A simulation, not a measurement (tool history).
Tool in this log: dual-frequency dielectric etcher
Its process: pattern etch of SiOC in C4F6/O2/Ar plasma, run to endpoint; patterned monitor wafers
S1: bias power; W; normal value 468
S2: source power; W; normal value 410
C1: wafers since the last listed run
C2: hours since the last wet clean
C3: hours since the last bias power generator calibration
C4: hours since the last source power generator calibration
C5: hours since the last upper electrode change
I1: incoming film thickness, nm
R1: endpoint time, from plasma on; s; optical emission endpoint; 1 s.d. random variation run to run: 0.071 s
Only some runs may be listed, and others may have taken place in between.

run   hour   S1   S2   C1     C2      C3      C4      C5     I1    R1
  1    0.0  468  410    0  288.2  4882.4  3152.2  3798.3  32.25  11.6
  2   25.4  468  410  326  313.6  4907.8  3177.6  3823.7  31.96  11.6
  3   56.4  468  410  398  344.6  4938.8  3208.6  3854.7  31.80  11.5
  4   82.9  401  410  340  371.1  4965.3  3235.1  3881.2  31.91  12.0
  5  115.8  401  410  422  404.0  4998.2  3268.0  3914.1  31.86  12.0
  6  141.5  401  410  330  429.7  5023.9  3293.7  3939.8  31.78  11.9
  7  170.3  468  410  369  458.5  5052.7  3322.5  3968.6  32.48  11.7
  8  201.5  543  410  400  489.7  5083.9  3353.7  3999.8  31.73  11.0
  9  235.7  543  410  439  523.9  5118.1  3387.9  4034.0  31.99  11.0
     274.3  -- wet clean of the chamber
 10  291.1  468  410  403   16.8  5173.5  3443.3  4089.4  32.14  11.5
 11  307.6  424  410  211   33.3  5190.0  3459.8  4105.9  31.84  11.8
 12  326.8  424  410  246   52.5  5209.2  3479.0  4125.1  31.92  11.9
     336.7  -- bias power generator calibrated
     361.2  -- upper electrode replaced
 13  361.7  540  510   88   87.4    25.0  3513.9     0.5  31.75  10.0
 14  362.0  565  490    3   87.7    25.3  3514.2     0.8  32.02  10.1
 15  371.0  468  350  115   96.7    34.3  3523.2     9.8  31.89  12.3
 16  448.1  520  410  990  173.8   111.4  3600.3    86.9  31.98  11.3
     479.2  -- source power generator calibrated
 17  483.8  468  480  407  209.5   147.1     4.6   122.6  32.13  10.7
 18  500.2  399  310  210  225.9   163.5    21.0   139.0  31.89  13.5
 19  530.7  468  450  391  256.4   194.0    51.5   169.5  31.55  11.0
 20  552.7  468  410  282  278.4   216.0    73.5   191.5  32.11  11.6
 21  565.8  401  410  168  291.5   229.1    86.6   204.6  31.92  12.0
 22  589.2  390  440  300  314.9   252.5   110.0   228.0  31.80  11.6
 23  610.9  429  410  278  336.6   274.2   131.7   249.7  32.08  11.8
 24  631.1  554  360  259  356.8   294.4   151.9   269.9  32.21  11.8
 25  657.1  535  450  333  382.8   320.4   177.9   295.9  32.31  10.8

Give the tool's hidden conditions for every run:
etch rate over this chamber's usual, %: 0 in every run
bias power that arrives over what is set, %: 0 in every run
source power that arrives over what is set, %: 0 in every run

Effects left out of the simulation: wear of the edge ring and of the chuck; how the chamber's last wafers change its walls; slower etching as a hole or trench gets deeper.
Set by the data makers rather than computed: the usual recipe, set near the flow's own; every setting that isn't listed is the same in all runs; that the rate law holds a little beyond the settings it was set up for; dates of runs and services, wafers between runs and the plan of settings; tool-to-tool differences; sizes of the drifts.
